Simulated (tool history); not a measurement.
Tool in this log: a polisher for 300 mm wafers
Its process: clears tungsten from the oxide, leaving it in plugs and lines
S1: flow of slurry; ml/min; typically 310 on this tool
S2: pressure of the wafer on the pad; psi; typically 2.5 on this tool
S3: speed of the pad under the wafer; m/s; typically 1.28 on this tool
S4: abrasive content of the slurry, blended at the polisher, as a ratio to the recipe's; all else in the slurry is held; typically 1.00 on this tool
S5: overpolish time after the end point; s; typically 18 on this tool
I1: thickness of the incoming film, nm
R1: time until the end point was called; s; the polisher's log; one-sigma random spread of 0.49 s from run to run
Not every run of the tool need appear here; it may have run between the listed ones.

| run | hour | S1 | S2 | S3 | S4 | S5 | I1 | R1 |
|---|---|---|---|---|---|---|---|---|
| 1 | 0.0 | 310 | 2.5 | 1.28 | 1.00 | 18 | 244.5 | 62.8 |
| 2 | 45.1 | 310 | 2.5 | 1.28 | 1.00 | 18 | 248.7 | 64.9 |
| 3 | 84.3 | 310 | 2.5 | 1.28 | 1.00 | 18 | 251.2 | 66.1 |
|  | 109.7 | worn pad replaced by a new one |
| 4 | 144.4 | 310 | 2.5 | 1.28 | 1.00 | 18 | 249.0 | 63.7 |
| 5 | 173.0 | 310 | 2.5 | 1.28 | 1.00 | 18 | 250.2 | 64.3 |
| 6 | 205.3 | 310 | 2.5 | 1.28 | 1.00 | 18 | 251.4 | 64.2 |
|  | 256.2 | slurry blender recalibrated |
| 7 | 262.9 | 310 | 2.5 | 1.28 | 1.00 | 18 | 249.1 | 65.6 |
| 8 | 308.6 | 310 | 2.5 | 1.28 | 1.00 | 18 | 248.2 | 65.9 |
|  | 374.6 | slurry nozzle cleaned |
|  | 393.0 | slurry tank refilled with fresh slurry and peroxide |
|  | 523.1 | worn pad replaced by a new one |
| 9 | 523.6 | 310 | 2.5 | 1.28 | 1.00 | 18 | 253.5 | 62.9 |
| 10 | 565.5 | 310 | 2.5 | 1.28 | 1.00 | 18 | 249.6 | 62.5 |
| 11 | 627.4 | 310 | 3.4 | 0.94 | 1.00 | 13 | 246.5 | 63.1 |
|  | 632.0 | slurry blender recalibrated |
| 12 | 655.5 | 310 | 2.5 | 1.28 | 1.00 | 18 | 253.0 | 64.2 |
| 13 | 721.6 | 310 | 2.5 | 1.10 | 1.00 | 18 | 246.6 | 73.6 |
|  | 748.7 | slurry tank refilled with fresh slurry and peroxide |
| 14 | 755.8 | 310 | 2.5 | 1.28 | 0.85 | 21 | 247.4 | 66.4 |

Run 15, settings as shown, results not yet in. Your forecast:
|  | 942.4 | worn pad replaced by a new one |
|  | 957.6 | head pressure recalibrated |
| 15 | 970.9 | 310 | 2.5 | 1.28 | 1.00 | 9 | 247.1 | ? |

Run 15 yielded R1 61.9 s.
On a tool with no hidden condition, and with the same random variation, this run would have come out at R1 58.9 s.
